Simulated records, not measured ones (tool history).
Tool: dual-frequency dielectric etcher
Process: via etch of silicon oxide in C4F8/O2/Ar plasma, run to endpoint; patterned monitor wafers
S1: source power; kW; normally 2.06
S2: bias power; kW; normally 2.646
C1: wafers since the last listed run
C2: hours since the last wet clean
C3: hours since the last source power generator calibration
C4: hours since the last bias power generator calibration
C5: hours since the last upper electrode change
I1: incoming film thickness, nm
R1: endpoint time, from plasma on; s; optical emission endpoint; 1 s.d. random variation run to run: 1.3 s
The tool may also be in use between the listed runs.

{"run": 1, "hour": 0.0, "S1": 2.06, "S2": 2.26, "C1": 0, "C2": 255.7, "C3": 2162.3, "C4": 2087.9, "C5": 2703.9, "I1": 1574.7, "R1": 282.2}
{"run": 2, "hour": 103.4, "S1": 2.06, "S2": 2.26, "C1": 477, "C2": 359.1, "C3": 2265.7, "C4": 2191.3, "C5": 2807.3, "I1": 1559.6, "R1": 280.4}
{"run": 3, "hour": 176.9, "S1": 2.06, "S2": 2.646, "C1": 339, "C2": 432.6, "C3": 2339.2, "C4": 2264.8, "C5": 2880.8, "I1": 1570.3, "R1": 263.5}
{"run": 4, "hour": 217.3, "S1": 2.06, "S2": 2.646, "C1": 186, "C2": 473, "C3": 2379.6, "C4": 2305.2, "C5": 2921.2, "I1": 1562.8, "R1": 262.5}
{"run": 5, "hour": 253.4, "S1": 2.06, "S2": 2.646, "C1": 166, "C2": 509.1, "C3": 2415.7, "C4": 2341.3, "C5": 2957.3, "I1": 1575.3, "R1": 266.7}
{"run": 6, "hour": 340.9, "S1": 2.06, "S2": 2.646, "C1": 404, "C2": 596.6, "C3": 2503.2, "C4": 2428.8, "C5": 3044.8, "I1": 1564.4, "R1": 263.1}
{"run": 7, "hour": 390.0, "S1": 2.36, "S2": 3.013, "C1": 226, "C2": 645.7, "C3": 2552.3, "C4": 2477.9, "C5": 3093.9, "I1": 1562.2, "R1": 233.6}
{"hour": 485.0, "done": "wet clean of the chamber"}
{"run": 8, "hour": 485.5, "S1": 2.06, "S2": 2.646, "C1": 330, "C2": 0.5, "C3": 2647.8, "C4": 2573.4, "C5": 3189.4, "I1": 1553, "R1": 270.8}
{"hour": 519.1, "done": "source power generator calibrated"}
{"run": 9, "hour": 519.6, "S1": 2.06, "S2": 2.646, "C1": 138, "C2": 34.6, "C3": 0.5, "C4": 2607.5, "C5": 3223.5, "I1": 1554, "R1": 269}
{"run": 10, "hour": 597.6, "S1": 2.06, "S2": 2.646, "C1": 360, "C2": 112.6, "C3": 78.5, "C4": 2685.5, "C5": 3301.5, "I1": 1569.2, "R1": 269.4}
{"run": 11, "hour": 636.6, "S1": 1.61, "S2": 2.135, "C1": 180, "C2": 151.6, "C3": 117.5, "C4": 2724.5, "C5": 3340.5, "I1": 1540.6, "R1": 325.2}
{"hour": 690.8, "done": "upper electrode replaced"}
{"run": 12, "hour": 691.3, "S1": 2.06, "S2": 2.646, "C1": 141, "C2": 206.3, "C3": 172.2, "C4": 2779.2, "C5": 0.5, "I1": 1568.2, "R1": 269.1}
{"run": 13, "hour": 727.7, "S1": 2.26, "S2": 3.015, "C1": 168, "C2": 242.7, "C3": 208.6, "C4": 2815.6, "C5": 36.9, "I1": 1563.3, "R1": 248}
{"run": 14, "hour": 806.0, "S1": 2.06, "S2": 2.646, "C1": 361, "C2": 321, "C3": 286.9, "C4": 2893.9, "C5": 115.2, "I1": 1566.5, "R1": 268.1}
{"run": 15, "hour": 913.0, "S1": 2.06, "S2": 2.646, "C1": 494, "C2": 428, "C3": 393.9, "C4": 3000.9, "C5": 222.2, "I1": 1569.2, "R1": 267.7}
{"run": 16, "hour": 971.8, "S1": 2.06, "S2": 2.646, "C1": 271, "C2": 486.8, "C3": 452.7, "C4": 3059.7, "C5": 281, "I1": 1571.6, "R1": 267.9}
{"run": 17, "hour": 1036.6, "S1": 1.83, "S2": 3.06, "C1": 299, "C2": 551.6, "C3": 517.5, "C4": 3124.5, "C5": 345.8, "I1": 1560.4, "R1": 266.7}
{"hour": 1258.1, "done": "wet clean of the chamber"}
{"run": 18, "hour": 1258.6, "S1": 1.71, "S2": 2.382, "C1": 914, "C2": 0.5, "C3": 739.5, "C4": 3346.5, "C5": 567.8, "I1": 1564.2, "R1": 308.9}
{"run": 19, "hour": 1300.3, "S1": 2.06, "S2": 2.646, "C1": 192, "C2": 42.2, "C3": 781.2, "C4": 3388.2, "C5": 609.5, "I1": 1564.2, "R1": 268.5}
{"hour": 1341.7, "done": "bias power generator calibrated"}
{"run": 20, "hour": 1358.9, "S1": 2.06, "S2": 2.474, "C1": 252, "C2": 100.8, "C3": 839.8, "C4": 17.2, "C5": 668.1, "I1": 1566, "R1": 271.1}
{"run": 21, "hour": 1429.0, "S1": 2.06, "S2": 2.358, "C1": 323, "C2": 170.9, "C3": 909.9, "C4": 87.3, "C5": 738.2, "I1": 1576.4, "R1": 275.9}
{"run": 22, "hour": 1523.8, "S1": 1.55, "S2": 3.06, "C1": 437, "C2": 265.7, "C3": 1004.7, "C4": 182.1, "C5": 833, "I1": 1563.8, "R1": 287.4}
{"run": 23, "hour": 1570.8, "S1": 2.06, "S2": 2.646, "C1": 217, "C2": 312.7, "C3": 1051.7, "C4": 229.1, "C5": 880, "I1": 1578.9, "R1": 263.6}
{"run": 24, "hour": 1648.9, "S1": 2.38, "S2": 3.23, "C1": 360, "C2": 390.8, "C3": 1129.8, "C4": 307.2, "C5": 958.1, "I1": 1563.9, "R1": 226.7}
{"run": 25, "hour": 1699.1, "S1": 2.06, "S2": 2.646, "C1": 231, "C2": 441, "C3": 1180, "C4": 357.4, "C5": 1008.3, "I1": 1593.6, "R1": 264.8}
{"run": 26, "hour": 1794.5, "S1": 2.06, "S2": 2.646, "C1": 440, "C2": 536.4, "C3": 1275.4, "C4": 452.8, "C5": 1103.7, "I1": 1566, "R1": 259.8}
{"run": 27, "hour": 1876.0, "S1": 2.06, "S2": 2.646, "C1": 376, "C2": 617.9, "C3": 1356.9, "C4": 534.3, "C5": 1185.2, "I1": 1551.5, "R1": 256.5}
{"hour": 1904.0, "done": "wet clean of the chamber"}
{"run": 28, "hour": 1934.2, "S1": 2.37, "S2": 2.212, "C1": 157, "C2": 30.2, "C3": 1415.1, "C4": 592.5, "C5": 1243.4, "I1": 1571, "R1": 267.1}
{"run": 29, "hour": 1986.2, "S1": 2.06, "S2": 2.646, "C1": 240, "C2": 82.2, "C3": 1467.1, "C4": 644.5, "C5": 1295.4, "I1": 1558.2, "R1": 265.7}
{"run": 30, "hour": 2051.6, "S1": 1.81, "S2": 2.088, "C1": 301, "C2": 147.6, "C3": 1532.5, "C4": 709.9, "C5": 1360.8, "I1": 1565, "R1": 308.5}
{"run": 31, "hour": 2090.4, "S1": 2.38, "S2": 3.036, "C1": 179, "C2": 186.4, "C3": 1571.3, "C4": 748.7, "C5": 1399.6, "I1": 1568.3, "R1": 236.5}
{"run": 32, "hour": 2168.5, "S1": 2.45, "S2": 2.257, "C1": 360, "C2": 264.5, "C3": 1649.4, "C4": 826.8, "C5": 1477.7, "I1": 1556.2, "R1": 252.6}
{"run": 33, "hour": 2257.1, "S1": 2.53, "S2": 2.164, "C1": 409, "C2": 353.1, "C3": 1738, "C4": 915.4, "C5": 1566.3, "I1": 1545.8, "R1": 253.5}
{"run": 34, "hour": 2301.5, "S1": 1.78, "S2": 2.264, "C1": 205, "C2": 397.5, "C3": 1782.4, "C4": 959.8, "C5": 1610.7, "I1": 1573.6, "R1": 301.9}
{"run": 35, "hour": 2387.5, "S1": 2.06, "S2": 2.255, "C1": 397, "C2": 483.5, "C3": 1868.4, "C4": 1045.8, "C5": 1696.7, "I1": 1575, "R1": 281.1}

For each run, what was the tool's unlogged condition?
source power that arrives over what is set, %: 0 on each run
H1: etch rate over this chamber's usual, %
H2: bias power that arrives over what is set, %
run=1 H1=1.61 H2=-2.76
run=2 H1=2.1 H2=-2.89
run=3 H1=2.46 H2=-2.99
run=4 H1=2.65 H2=-3.04
run=5 H1=2.83 H2=-3.09
run=6 H1=3.25 H2=-3.21
run=7 H1=3.48 H2=-3.27
run=8 H1=-0.18 H2=-3.4
run=9 H1=-0.0156 H2=-3.44
run=10 H1=0.36 H2=-3.54
run=11 H1=0.547 H2=-3.59
run=12 H1=0.81 H2=-3.67
run=13 H1=0.986 H2=-3.71
run=14 H1=1.36 H2=-3.82
run=15 H1=1.88 H2=-3.96
run=16 H1=2.16 H2=-4.03
run=17 H1=2.47 H2=-4.12
run=18 H1=0.905 H2=-4.41
run=19 H1=1.11 H2=-4.47
run=20 H1=1.39 H2=0.18
run=21 H1=1.72 H2=0.0875
run=22 H1=2.18 H2=-0.037
run=23 H1=2.41 H2=-0.0987
run=24 H1=2.78 H2=-0.201
run=25 H1=3.02 H2=-0.267
run=26 H1=3.48 H2=-0.392
run=27 H1=3.87 H2=-0.499
run=28 H1=0.447 H2=-0.576
run=29 H1=0.697 H2=-0.644
run=30 H1=1.01 H2=-0.73
run=31 H1=1.2 H2=-0.781
run=32 H1=1.57 H2=-0.883
run=33 H1=2 H2=-1
run=34 H1=2.21 H2=-1.06
run=35 H1=2.63 H2=-1.17

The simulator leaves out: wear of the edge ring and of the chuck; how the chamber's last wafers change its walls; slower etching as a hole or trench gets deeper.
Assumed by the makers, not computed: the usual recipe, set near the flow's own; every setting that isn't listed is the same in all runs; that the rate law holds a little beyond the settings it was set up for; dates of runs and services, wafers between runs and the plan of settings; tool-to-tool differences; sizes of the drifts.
